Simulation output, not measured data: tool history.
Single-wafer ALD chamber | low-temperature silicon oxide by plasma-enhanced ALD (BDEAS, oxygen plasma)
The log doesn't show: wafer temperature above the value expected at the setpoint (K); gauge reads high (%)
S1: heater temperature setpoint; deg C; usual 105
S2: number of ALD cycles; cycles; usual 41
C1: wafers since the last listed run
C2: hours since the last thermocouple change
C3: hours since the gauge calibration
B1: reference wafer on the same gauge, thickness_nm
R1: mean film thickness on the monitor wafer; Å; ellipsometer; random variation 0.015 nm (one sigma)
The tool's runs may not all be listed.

{"run": 1, "day": 0.0, "S1": 105, "S2": 45, "C1": 0, "C2": 1439.0, "C3": 385.9, "B1": 6.188, "R1": 64.34}
{"run": 2, "day": 2.788, "S1": 105, "S2": 45, "C1": 537, "C2": 1505.9, "C3": 452.8, "B1": 6.185, "R1": 64.74}
{"day": 3.121, "done": "gauge calibrated"}
{"run": 3, "day": 4.846, "S1": 105, "S2": 45, "C1": 396, "C2": 1555.3, "C3": 41.4, "B1": 6.193, "R1": 64.72}
{"run": 4, "day": 7.154, "S1": 105, "S2": 41, "C1": 444, "C2": 1610.7, "C3": 96.8, "B1": 6.194, "R1": 58.68}
{"run": 5, "day": 8.208, "S1": 105, "S2": 41, "C1": 203, "C2": 1636.0, "C3": 122.1, "B1": 6.198, "R1": 58.89}
{"run": 6, "day": 11.05, "S1": 105, "S2": 41, "C1": 547, "C2": 1704.2, "C3": 190.3, "B1": 6.194, "R1": 58.77}
{"run": 7, "day": 12.946, "S1": 105, "S2": 41, "C1": 365, "C2": 1749.7, "C3": 235.8, "B1": 6.191, "R1": 58.94}
{"run": 8, "day": 14.133, "S1": 105, "S2": 41, "C1": 228, "C2": 1778.2, "C3": 264.3, "B1": 6.19, "R1": 58.85}
{"run": 9, "day": 16.483, "S1": 116, "S2": 36, "C1": 452, "C2": 1834.6, "C3": 320.7, "B1": 6.195, "R1": 50.64}
{"run": 10, "day": 17.958, "S1": 119, "S2": 45, "C1": 284, "C2": 1870.0, "C3": 356.1, "B1": 6.189, "R1": 63.14}
{"run": 11, "day": 19.225, "S1": 114, "S2": 48, "C1": 244, "C2": 1900.4, "C3": 386.5, "B1": 6.189, "R1": 67.73}
{"day": 21.492, "done": "thermocouple changed; heater temperature recalibrated"}
{"run": 12, "day": 21.512, "S1": 118, "S2": 45, "C1": 376, "C2": 0.5, "C3": 441.4, "B1": 6.195, "R1": 63.38}
{"run": 13, "day": 22.829, "S1": 114, "S2": 44, "C1": 253, "C2": 32.1, "C3": 473.0, "B1": 6.186, "R1": 62.02}
{"day": 23.754, "done": "gauge calibrated"}
{"run": 14, "day": 24.562, "S1": 105, "S2": 47, "C1": 334, "C2": 73.7, "C3": 19.4, "B1": 6.185, "R1": 67.26}
{"run": 15, "day": 27.133, "S1": 105, "S2": 37, "C1": 495, "C2": 135.4, "C3": 81.1, "B1": 6.188, "R1": 53.15}
{"run": 16, "day": 29.783, "S1": 113, "S2": 36, "C1": 510, "C2": 199.0, "C3": 144.7, "B1": 6.185, "R1": 50.8}
{"run": 17, "day": 31.279, "S1": 105, "S2": 41, "C1": 288, "C2": 234.9, "C3": 180.6, "B1": 6.186, "R1": 58.87}

4 ways to go on from here, each from the tool as it stands after run 17. What would each give?
{"run": "A", "day": 31.3, "S1": 97, "S2": 41, "C1": 4, "C2": 235.4, "C3": 181.1, "B1": "?", "R1": "?"}
{"run": "B", "day": 31.3, "S1": 114, "S2": 37, "C1": 4, "C2": 235.4, "C3": 181.1, "B1": "?", "R1": "?"}
{"run": "C", "day": 31.3, "S1": 95, "S2": 37, "C1": 4, "C2": 235.4, "C3": 181.1, "B1": "?", "R1": "?"}
{"run": "D", "day": 31.3, "S1": 115, "S2": 41, "C1": 4, "C2": 235.4, "C3": 181.1, "B1": "?", "R1": "?"}

run=A B1=6.189 R1=59.89
run=B B1=6.189 R1=52.40
run=C B1=6.189 R1=54.39
run=D B1=6.189 R1=57.97
Without the tool's hidden state the same runs would have given:
run=A R1=59.89
run=B R1=52.40
run=C R1=54.39
run=D R1=57.97
